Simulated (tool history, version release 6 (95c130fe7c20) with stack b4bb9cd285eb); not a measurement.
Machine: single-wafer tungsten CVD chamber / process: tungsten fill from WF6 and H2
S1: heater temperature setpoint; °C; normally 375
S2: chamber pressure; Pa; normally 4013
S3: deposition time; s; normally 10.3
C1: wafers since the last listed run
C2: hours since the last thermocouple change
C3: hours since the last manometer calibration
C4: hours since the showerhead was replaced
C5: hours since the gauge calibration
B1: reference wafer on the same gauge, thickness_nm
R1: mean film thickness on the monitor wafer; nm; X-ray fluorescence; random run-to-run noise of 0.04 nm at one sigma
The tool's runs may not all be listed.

run 1 hour=0.0 | S1=375 S2=4013 S3=9.7 | C1=0 C2=1511.5 C3=2453.3 C4=3912.3 C5=491.0 | B1=17.702 | R1=16.946
run 2 hour=12.6 | S1=375 S2=4013 S3=9.7 | C1=492 C2=1524.1 C3=2465.9 C4=3924.9 C5=503.6 | B1=17.693 | R1=16.940
-- hour=22.1 showerhead replaced
run 3 hour=22.6 | S1=375 S2=4013 S3=10.3 | C1=78 C2=1534.1 C3=2475.9 C4=0.5 C5=513.6 | B1=17.693 | R1=17.881
-- hour=35.9 capacitance manometer re-zeroed and calibrated
run 4 hour=36.4 | S1=375 S2=4680 S3=10.3 | C1=226 C2=1547.9 C3=0.5 C4=14.3 C5=527.4 | B1=17.701 | R1=20.652
run 5 hour=44.1 | S1=375 S2=4680 S3=10.3 | C1=300 C2=1555.6 C3=8.2 C4=22.0 C5=535.1 | B1=17.698 | R1=20.518
run 6 hour=51.3 | S1=375 S2=4013 S3=10.3 | C1=281 C2=1562.8 C3=15.4 C4=29.2 C5=542.3 | B1=17.707 | R1=18.884
run 7 hour=58.0 | S1=375 S2=4013 S3=10.3 | C1=261 C2=1569.5 C3=22.1 C4=35.9 C5=549.0 | B1=17.693 | R1=18.749
run 8 hour=65.7 | S1=375 S2=4013 S3=10.3 | C1=300 C2=1577.2 C3=29.8 C4=43.6 C5=556.7 | B1=17.702 | R1=18.751
run 9 hour=92.2 | S1=375 S2=4013 S3=10.3 | C1=1035 C2=1603.7 C3=56.3 C4=70.1 C5=583.2 | B1=17.704 | R1=18.710
run 10 hour=102.3 | S1=370 S2=4013 S3=10.3 | C1=394 C2=1613.8 C3=66.4 C4=80.2 C5=593.3 | B1=17.693 | R1=16.984
run 11 hour=115.0 | S1=375 S2=4013 S3=10.3 | C1=496 C2=1626.5 C3=79.1 C4=92.9 C5=606.0 | B1=17.704 | R1=18.671
run 12 hour=131.7 | S1=370 S2=4013 S3=8.5 | C1=652 C2=1643.2 C3=95.8 C4=109.6 C5=622.7 | B1=17.706 | R1=13.992
-- hour=147.9 gauge calibrated
run 13 hour=148.6 | S1=375 S2=4013 S3=10.3 | C1=660 C2=1660.1 C3=112.7 C4=126.5 C5=0.7 | B1=17.703 | R1=18.671
run 14 hour=161.1 | S1=375 S2=4013 S3=10.3 | C1=488 C2=1672.6 C3=125.2 C4=139.0 C5=13.2 | B1=17.705 | R1=18.726
run 15 hour=176.1 | S1=384 S2=5013 S3=10.3 | C1=586 C2=1687.6 C3=140.2 C4=154.0 C5=28.2 | B1=17.696 | R1=25.597
run 16 hour=188.6 | S1=371 S2=4520 S3=10.3 | C1=488 C2=1700.1 C3=152.7 C4=166.5 C5=40.7 | B1=17.706 | R1=18.441
run 17 hour=198.3 | S1=369 S2=4013 S3=10.3 | C1=379 C2=1709.8 C3=162.4 C4=176.2 C5=50.4 | B1=17.697 | R1=16.532
run 18 hour=207.0 | S1=389 S2=3746 S3=10.3 | C1=340 C2=1718.5 C3=171.1 C4=184.9 C5=59.1 | B1=17.702 | R1=23.614
-- hour=223.0 thermocouple changed; heater temperature recalibrated
run 19 hour=223.5 | S1=385 S2=4013 S3=9.6 | C1=332 C2=0.5 C3=187.6 C4=201.4 C5=75.6 | B1=17.706 | R1=20.067
run 20 hour=233.8 | S1=385 S2=4013 S3=11.3 | C1=402 C2=10.8 C3=197.9 C4=211.7 C5=85.9 | B1=17.687 | R1=23.604
run 21 hour=251.8 | S1=375 S2=4013 S3=10.3 | C1=703 C2=28.8 C3=215.9 C4=229.7 C5=103.9 | B1=17.699 | R1=17.647
run 22 hour=262.9 | S1=364 S2=4013 S3=10.3 | C1=433 C2=39.9 C3=227.0 C4=240.8 C5=115.0 | B1=17.706 | R1=13.977
run 23 hour=271.9 | S1=370 S2=3466 S3=11.6 | C1=351 C2=48.9 C3=236.0 C4=249.8 C5=124.0 | B1=17.700 | R1=16.330
run 24 hour=312.1 | S1=381 S2=4906 S3=10.3 | C1=1571 C2=89.1 C3=276.2 C4=290.0 C5=164.2 | B1=17.693 | R1=22.400
run 25 hour=326.5 | S1=375 S2=4613 S3=10.3 | C1=562 C2=103.5 C3=290.6 C4=304.4 C5=178.6 | B1=17.703 | R1=19.216
run 26 hour=339.9 | S1=375 S2=4013 S3=10.3 | C1=523 C2=116.9 C3=304.0 C4=317.8 C5=192.0 | B1=17.699 | R1=17.623
run 27 hour=347.5 | S1=368 S2=4586 S3=10.3 | C1=297 C2=124.5 C3=311.6 C4=325.4 C5=199.6 | B1=17.692 | R1=16.585
run 28 hour=362.8 | S1=375 S2=4013 S3=11.0 | C1=598 C2=139.8 C3=326.9 C4=340.7 C5=214.9 | B1=17.703 | R1=18.858
run 29 hour=377.7 | S1=375 S2=3653 S3=10.3 | C1=582 C2=154.7 C3=341.8 C4=355.6 C5=229.8 | B1=17.697 | R1=16.719
run 30 hour=392.6 | S1=380 S2=3626 S3=9.7 | C1=582 C2=169.6 C3=356.7 C4=370.5 C5=244.7 | B1=17.700 | R1=17.328
run 31 hour=399.8 | S1=381 S2=3173 S3=8.9 | C1=281 C2=176.8 C3=363.9 C4=377.7 C5=251.9 | B1=17.700 | R1=14.904
run 32 hour=420.8 | S1=375 S2=4013 S3=10.3 | C1=820 C2=197.8 C3=384.9 C4=398.7 C5=272.9 | B1=17.690 | R1=17.725
run 33 hour=431.8 | S1=375 S2=4013 S3=10.3 | C1=429 C2=208.8 C3=395.9 C4=409.7 C5=283.9 | B1=17.706 | R1=17.748
run 34 hour=439.4 | S1=370 S2=4573 S3=11.1 | C1=297 C2=216.4 C3=403.5 C4=417.3 C5=291.5 | B1=17.696 | R1=18.615
run 35 hour=452.0 | S1=388 S2=4013 S3=12.2 | C1=492 C2=229.0 C3=416.1 C4=429.9 C5=304.1 | B1=17.689 | R1=27.414

3 options for the next run, each taken on its own from the tool as it stands now. Forecast them:
run A hour=452.4 | S1=385 S2=4013 S3=10.3 | C1=15 C2=229.4 C3=416.5 C4=430.3 C5=304.5 | B1=? | R1=?
run B hour=452.4 | S1=381 S2=4346 S3=10.9 | C1=15 C2=229.4 C3=416.5 C4=430.3 C5=304.5 | B1=? | R1=?
run C hour=452.4 | S1=384 S2=3173 S3=8.2 | C1=15 C2=229.4 C3=416.5 C4=430.3 C5=304.5 | B1=? | R1=?

run=A B1=17.694 R1=21.717
run=B B1=17.694 R1=22.287
run=C B1=17.694 R1=14.567
Take away the tool's hidden state, keep each run's random variation, and the runs would have read:
run=A R1=21.749
run=B R1=22.310
run=C R1=14.591

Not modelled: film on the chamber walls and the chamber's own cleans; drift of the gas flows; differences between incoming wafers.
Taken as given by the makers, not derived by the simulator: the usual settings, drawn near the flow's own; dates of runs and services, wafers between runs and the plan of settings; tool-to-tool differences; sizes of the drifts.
